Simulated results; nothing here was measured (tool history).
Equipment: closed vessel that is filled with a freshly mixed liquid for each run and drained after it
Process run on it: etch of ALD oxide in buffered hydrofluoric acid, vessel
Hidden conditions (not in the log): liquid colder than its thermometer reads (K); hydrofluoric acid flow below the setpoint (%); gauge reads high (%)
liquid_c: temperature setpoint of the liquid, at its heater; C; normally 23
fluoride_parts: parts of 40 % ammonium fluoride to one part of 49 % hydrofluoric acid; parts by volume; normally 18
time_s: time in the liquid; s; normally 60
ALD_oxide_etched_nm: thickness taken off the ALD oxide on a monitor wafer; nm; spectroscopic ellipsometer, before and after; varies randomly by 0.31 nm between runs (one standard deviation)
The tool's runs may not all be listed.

run	day	liquid_c	fluoride_parts	time_s	wafers since the last listed run	hours since the thermometer was replaced	hours since the hydrofluoric acid flow meter was replaced	hours since the gauge calibration	read-back film thickness of the ALD oxide reference wafer, read on the same gauge (nm)	ALD_oxide_etched_nm
1	0	23	14	35	0	2742.3	567.7	493.8	80.01	58.67
2	2.304	23	14	35	5636	2797.6	623	549.1	79.99	58.24
3	4.138	23	18	60	4484	2841.6	667	593.1	79.99	77.92
4	5.154	23	18	60	2486	2866	691.4	617.5	80.02	77.35
5	6.996	23	18	60	4505	2910.2	735.6	661.7	80	77.41
6	9.408	23	13.5	60	5901	2968.1	793.5	719.6	80	102.79
7	11.462	23	13.5	60	5024	3017.4	842.8	768.9	80.01	101.97
# day 15.917: hydrofluoric acid flow meter replaced
# day 16.925: gauge calibrated
# day 18.742: thermometer replaced
8	18.904	28	15.5	75	18000	3.9	71.7	47.5	80.02	166.87
9	20.721	25.5	18	75	4443	47.5	115.3	91.1	80.01	125.14
10	22.217	26.5	11	60	3659	83.4	151.2	127	80	171.4
11	23.862	21	22.5	40	4026	122.9	190.7	166.5	80	42.91
12	29.108	23	18	60	12832	248.8	316.6	292.4	80	86.43
13	34.554	18	13	85	13321	379.5	447.3	423.1	79.99	125.65
14	36.771	26.5	18	60	5422	432.7	500.5	476.3	79.98	103.98

Run 15 has not been measured yet. What should we expect?
15	38.392	23	18	60	3964	471.6	539.4	515.2	?	?

{"run 15": {"read-back film thickness of the ALD oxide reference wafer, read on the same gauge (nm)": 80.01, "ALD_oxide_etched_nm": 85.67}}
Were there no unlogged condition in the tool, this run, its random variation unchanged, would have produced ALD_oxide_etched_nm 89.36 nm.
